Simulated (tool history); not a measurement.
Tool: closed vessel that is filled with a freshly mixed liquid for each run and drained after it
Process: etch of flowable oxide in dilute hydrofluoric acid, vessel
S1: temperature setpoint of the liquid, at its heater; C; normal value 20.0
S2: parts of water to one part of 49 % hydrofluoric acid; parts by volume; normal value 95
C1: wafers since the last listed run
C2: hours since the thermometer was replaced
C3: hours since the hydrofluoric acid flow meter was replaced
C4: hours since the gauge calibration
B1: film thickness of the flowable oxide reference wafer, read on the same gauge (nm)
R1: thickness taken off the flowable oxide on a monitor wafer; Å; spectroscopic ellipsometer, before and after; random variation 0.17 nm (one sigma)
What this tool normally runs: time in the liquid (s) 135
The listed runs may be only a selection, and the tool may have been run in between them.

run 1 hour=0.0 | S1=20.0 S2=95 time_in_the_liquid_(s)=135 | C1=0 C2=1528.4 C3=2620.1 C4=312.3 | B1=70.00 | R1=317.2
run 2 hour=8.7 | S1=20.0 S2=95 time_in_the_liquid_(s)=135 | C1=705 C2=1537.1 C3=2628.8 C4=321.0 | B1=70.03 | R1=317.9
run 3 hour=17.8 | S1=20.0 S2=125 time_in_the_liquid_(s)=135 | C1=737 C2=1546.2 C3=2637.9 C4=330.1 | B1=69.98 | R1=231.4
run 4 hour=33.5 | S1=20.0 S2=125 time_in_the_liquid_(s)=135 | C1=1272 C2=1561.9 C3=2653.6 C4=345.8 | B1=70.00 | R1=234.7
run 5 hour=51.2 | S1=20.0 S2=125 time_in_the_liquid_(s)=135 | C1=1434 C2=1579.6 C3=2671.3 C4=363.5 | B1=70.00 | R1=233.7
run 6 hour=65.0 | S1=20.0 S2=95 time_in_the_liquid_(s)=180 | C1=1118 C2=1593.4 C3=2685.1 C4=377.3 | B1=70.04 | R1=424.2
run 7 hour=74.2 | S1=20.0 S2=95 time_in_the_liquid_(s)=135 | C1=745 C2=1602.6 C3=2694.3 C4=386.5 | B1=69.98 | R1=318.5
run 8 hour=86.9 | S1=20.0 S2=95 time_in_the_liquid_(s)=135 | C1=1029 C2=1615.3 C3=2707.0 C4=399.2 | B1=69.98 | R1=314.6
run 9 hour=104.1 | S1=20.0 S2=95 time_in_the_liquid_(s)=135 | C1=1393 C2=1632.5 C3=2724.2 C4=416.4 | B1=70.03 | R1=318.5
run 10 hour=128.6 | S1=20.0 S2=95 time_in_the_liquid_(s)=135 | C1=1985 C2=1657.0 C3=2748.7 C4=440.9 | B1=70.05 | R1=316.4
run 11 hour=144.5 | S1=21.5 S2=145 time_in_the_liquid_(s)=80 | C1=1288 C2=1672.9 C3=2764.6 C4=456.8 | B1=70.02 | R1=123.9
run 12 hour=154.0 | S1=17.0 S2=135 time_in_the_liquid_(s)=100 | C1=769 C2=1682.4 C3=2774.1 C4=466.3 | B1=70.03 | R1=140.0
run 13 hour=160.4 | S1=20.0 S2=95 time_in_the_liquid_(s)=60 | C1=518 C2=1688.8 C3=2780.5 C4=472.7 | B1=70.01 | R1=140.7
run 14 hour=191.5 | S1=20.0 S2=95 time_in_the_liquid_(s)=195 | C1=2520 C2=1719.9 C3=2811.6 C4=503.8 | B1=69.99 | R1=457.4
-- hour=201.7 hydrofluoric acid flow meter replaced
-- hour=203.6 thermometer replaced
run 15 hour=205.9 | S1=21.5 S2=140 time_in_the_liquid_(s)=195 | C1=1004 C2=2.3 C3=4.2 C4=518.2 | B1=70.03 | R1=338.6
-- hour=208.9 gauge calibrated
run 16 hour=221.4 | S1=24.0 S2=130 time_in_the_liquid_(s)=135 | C1=1256 C2=17.8 C3=19.7 C4=12.5 | B1=70.00 | R1=282.8
run 17 hour=235.7 | S1=20.0 S2=95 time_in_the_liquid_(s)=135 | C1=1158 C2=32.1 C3=34.0 C4=26.8 | B1=69.99 | R1=341.2
run 18 hour=242.8 | S1=20.0 S2=75 time_in_the_liquid_(s)=110 | C1=575 C2=39.2 C3=41.1 C4=33.9 | B1=70.00 | R1=361.1
run 19 hour=258.9 | S1=17.0 S2=120 time_in_the_liquid_(s)=65 | C1=1304 C2=55.3 C3=57.2 C4=50.0 | B1=69.98 | R1=113.6
run 20 hour=270.9 | S1=17.0 S2=120 time_in_the_liquid_(s)=100 | C1=972 C2=67.3 C3=69.2 C4=62.0 | B1=69.99 | R1=173.0
run 21 hour=316.9 | S1=22.0 S2=95 time_in_the_liquid_(s)=135 | C1=3728 C2=113.3 C3=115.2 C4=108.0 | B1=69.99 | R1=375.3
run 22 hour=325.1 | S1=23.5 S2=95 time_in_the_liquid_(s)=215 | C1=664 C2=121.5 C3=123.4 C4=116.2 | B1=70.00 | R1=626.4
run 23 hour=333.6 | S1=17.5 S2=95 time_in_the_liquid_(s)=215 | C1=688 C2=130.0 C3=131.9 C4=124.7 | B1=69.96 | R1=489.3
run 24 hour=339.8 | S1=20.0 S2=55 time_in_the_liquid_(s)=135 | C1=502 C2=136.2 C3=138.1 C4=130.9 | B1=69.98 | R1=620.9
run 25 hour=355.0 | S1=20.0 S2=50 time_in_the_liquid_(s)=135 | C1=1231 C2=151.4 C3=153.3 C4=146.1 | B1=70.00 | R1=687.1
run 26 hour=371.1 | S1=20.0 S2=95 time_in_the_liquid_(s)=135 | C1=1304 C2=167.5 C3=169.4 C4=162.2 | B1=70.03 | R1=340.5
run 27 hour=395.5 | S1=17.0 S2=95 time_in_the_liquid_(s)=135 | C1=1977 C2=191.9 C3=193.8 C4=186.6 | B1=69.98 | R1=299.9
run 28 hour=407.5 | S1=17.0 S2=125 time_in_the_liquid_(s)=155 | C1=972 C2=203.9 C3=205.8 C4=198.6 | B1=70.01 | R1=252.2
run 29 hour=419.6 | S1=20.0 S2=95 time_in_the_liquid_(s)=135 | C1=980 C2=216.0 C3=217.9 C4=210.7 | B1=69.96 | R1=339.5
run 30 hour=431.5 | S1=18.5 S2=115 time_in_the_liquid_(s)=205 | C1=964 C2=227.9 C3=229.8 C4=222.6 | B1=69.98 | R1=395.5
run 31 hour=438.9 | S1=25.0 S2=95 time_in_the_liquid_(s)=135 | C1=599 C2=235.3 C3=237.2 C4=230.0 | B1=69.98 | R1=416.2
run 32 hour=451.0 | S1=23.5 S2=75 time_in_the_liquid_(s)=195 | C1=980 C2=247.4 C3=249.3 C4=242.1 | B1=70.03 | R1=735.7
run 33 hour=459.8 | S1=20.0 S2=95 time_in_the_liquid_(s)=135 | C1=713 C2=256.2 C3=258.1 C4=250.9 | B1=69.98 | R1=340.8

For some of the steps in R1 from one run to the next: how much would appear even if the tool had no hidden state, given the settings, what came in and random variation, and how much remains for the hidden state plus any gauge scatter that the measured result and the result without hidden state don't share?
Unlogged tool condition in this case: liquid colder than its thermometer reads (K); hydrofluoric acid flow above the setpoint (%); gauge reads high (%).
Run 10 -> 11: S1 20.0 -> 21.5, S2 95 -> 145, time in the liquid (s) 135 -> 80. R1 -192.5 Å: hidden state +21.0, all else -213.5.
Run 13 -> 14: time in the liquid (s) 60 -> 195. R1 +316.7 Å: hidden state -35.1, all else +351.8.
Run 14 -> 15: S1 20.0 -> 21.5, S2 95 -> 140, hydrofluoric acid flow meter replaced, thermometer replaced. R1 -118.8 Å: hidden state +44.9, all else -163.7.
Run 25 -> 26: S2 50 -> 95. R1 -346.6 Å: hidden state +8.4, all else -355.0.
Run 31 -> 32: S1 25.0 -> 23.5, S2 95 -> 75, time in the liquid (s) 135 -> 195. R1 +319.5 Å: hidden state -9.3, all else +328.8.
Run 32 -> 33: S1 23.5 -> 20.0, S2 75 -> 95, time in the liquid (s) 195 -> 135. R1 -394.9 Å: hidden state +10.5, all else -405.4.
